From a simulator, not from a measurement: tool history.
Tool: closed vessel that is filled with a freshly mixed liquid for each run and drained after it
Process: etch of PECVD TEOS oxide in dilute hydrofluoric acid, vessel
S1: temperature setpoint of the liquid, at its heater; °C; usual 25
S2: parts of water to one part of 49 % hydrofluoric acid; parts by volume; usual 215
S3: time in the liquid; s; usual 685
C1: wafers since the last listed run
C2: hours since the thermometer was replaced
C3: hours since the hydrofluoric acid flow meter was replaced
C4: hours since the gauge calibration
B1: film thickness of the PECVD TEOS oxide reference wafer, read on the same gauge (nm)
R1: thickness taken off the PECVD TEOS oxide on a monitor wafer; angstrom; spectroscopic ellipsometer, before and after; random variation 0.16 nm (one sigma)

run   hour    S1   S2    S3    C1      C2      C3      C4     B1     R1
  1      0    25  215   685     0    1225  1035.5   603.6  80.02    253
  2   29.1    25  215   685  1789  1254.1  1064.6   632.7  80.01  249.1
  3   63.5    25  215   685  2115  1288.5    1099   667.1  79.99  251.1
  4   86.3    25  215   685  1402  1311.3  1121.8   689.9  79.97    253
  5  114.8    25  215   685  1752  1339.8  1150.3   718.4  80.03  252.4
  6  147.8    25  215   685  2029  1372.8  1183.3   751.4  79.99    253
  7  215.2    25  215   685  4144  1440.2  1250.7   818.8     80  256.8
  8  295.5    25  215   685  4938  1520.5    1331   899.1  79.99  255.3
  9  320.5    25  215   685  1537  1545.5    1356   924.1  80.02  253.6
     348.8  -- thermometer replaced
 10  350.4    25  215   685  1777     1.6  1385.9     954     80  234.5
 11  366.9    25  215   685  1014    18.1  1402.4   970.5  80.01  236.3
       378  -- hydrofluoric acid flow meter replaced
 12  392.1    25  215   685  1488    43.3    14.1   995.7  79.99  236.9
 13  424.6  29.5  275  1020  1998    75.8    46.6  1028.2  79.99  304.1
 14  444.3    25  215   855  1211    95.5    66.3  1047.9     80  296.1
 15  475.7    29  155   975  1931   126.9    97.7  1079.3  80.05  580.8
 16  501.3    25  260   685  1574   152.5   123.3  1104.9     80  188.3
 17  513.3    25  325   525   737   164.5   135.3  1116.9  80.02  107.2
     521.4  -- gauge calibrated
 18  529.8    25  215   685  1014     181   151.8     8.4  79.99  240.7
 19  547.6    25  125   685  1094   198.8   169.6    26.2  80.01  457.1
 20  565.4  28.5  215   980  1094   216.6   187.4      44  79.97  392.9
 21  590.8    25  250   470  1562     242   212.8    69.4  79.99  135.8
 22  626.3    20  215   990  2183   277.5   248.3   104.9     80    291
 23    662  20.5  120   285  2195   313.2     284   140.6     80  166.5
 24  684.6    25  250   520  1389   335.8   306.6   163.2     80  151.1
 25  708.2    25  215   685  1451   359.4   330.2   186.8  80.02  241.1
 26  724.4    29  215   915   996   375.6   346.4     203  80.01  372.1
 27  747.4  21.5  215   685  1414   398.6   369.4     226  80.02  212.5
 28    779    25  215   685  1943   430.2     401   257.6  79.98  240.6
 29  844.3    25  215   685  4015   495.5   466.3   322.9  80.01  243.5
 30    901    25  215   685  3486   552.2     523   379.6     80  244.9
 31    928    20  275   685  1660   579.2     550   406.6  80.02  149.1
 32  959.8  27.5  155   575  1955     611   581.8   438.4     80  336.8
 33  975.8    25  260   795   983     627   597.8   454.4  80.02  223.8

Hidden state or all else? Some run-to-run changes of R1, split into what the settings, what came in and random variation would give without the hidden state, and what is left for the hidden state (with any gauge scatter that isn't in both results):
The hidden state here: liquid hotter than its thermometer reads (K); hydrofluoric acid flow below the setpoint (%); gauge reads high (%).
Run 9 -> 10: thermometer replaced. R1 -19.1 angstrom: hidden state -18.8, all else -0.3.
Run 14 -> 15: S1 25 -> 29, S2 215 -> 155, S3 855 -> 975. R1 +284.7 angstrom: hidden state +3.3, all else +281.4.
Run 15 -> 16: S1 29 -> 25, S2 155 -> 260, S3 975 -> 685. R1 -392.5 angstrom: hidden state -3.7, all else -388.8.
Run 20 -> 21: S1 28.5 -> 25, S2 215 -> 250, S3 980 -> 470. R1 -257.1 angstrom: hidden state -3.4, all else -253.7.
Run 31 -> 32: S1 20 -> 27.5, S2 275 -> 155, S3 685 -> 575. R1 +187.7 angstrom: hidden state +6.8, all else +180.9.
Run 32 -> 33: S1 27.5 -> 25, S2 155 -> 260, S3 575 -> 795. R1 -113 angstrom: hidden state -4.2, all else -108.8.
